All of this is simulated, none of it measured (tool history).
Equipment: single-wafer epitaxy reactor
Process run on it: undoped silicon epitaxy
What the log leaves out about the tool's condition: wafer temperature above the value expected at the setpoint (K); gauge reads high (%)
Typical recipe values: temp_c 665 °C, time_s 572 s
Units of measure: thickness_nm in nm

run,hour,temp_c,time_s,wafers since the last listed run,hours since the last pyrometer calibration,hours since the gauge calibration,"read-back reference wafer on the same gauge, thickness_nm",thickness_nm
1,0.0,665,572,0,1065.6,707.2,111.973,133.190
2,69.3,665,572,297,1134.9,776.5,111.987,132.095
3,123.8,654,483,233,1189.4,831.0,112.029,90.586
4,189.5,654,483,281,1255.1,896.7,111.924,90.232
5,221.8,665,572,138,1287.4,929.0,112.022,132.126
6,286.3,665,572,276,1351.9,993.5,111.946,131.338
7,314.8,665,572,122,1380.4,1022.0,112.003,131.590
8,354.1,665,572,168,1419.7,1061.3,111.841,132.708
9,451.1,665,572,415,1516.7,1158.3,112.034,132.293
10,482.2,675,511,133,1547.8,1189.4,111.954,141.283
11,549.9,675,511,290,1615.5,1257.1,111.981,141.510
# hour 613.6: pyrometer calibrated
12,713.5,654,483,667,99.9,1420.7,111.871,90.631
# hour 740.3: gauge calibrated
13,765.9,665,572,224,152.3,25.6,112.162,132.038
14,831.7,665,572,282,218.1,91.4,112.110,131.019
15,862.9,665,572,133,249.3,122.6,112.117,132.632
16,894.4,655,475,135,280.8,154.1,111.990,90.802
17,925.0,657,661,131,311.4,184.7,111.941,131.617
18,964.0,656,572,167,350.4,223.7,112.027,109.979
19,999.7,665,572,153,386.1,259.4,112.053,131.633
20,1062.3,678,642,268,448.7,322.0,112.123,189.221
21,1130.0,672,602,290,516.4,389.7,111.987,159.351
22,1184.8,674,651,235,571.2,444.5,111.964,177.609
23,1256.1,677,479,305,642.5,515.8,112.007,138.644

Hidden state at the last listed run before each entry between runs and at the first one after, where it differs:
Runs 11 to 12: pyrometer calibrated (hour 613.6)
  nothing in the hidden state changes from one run to the other
Runs 12 to 13: gauge calibrated (hour 740.3)
  nothing in the hidden state changes from one run to the other
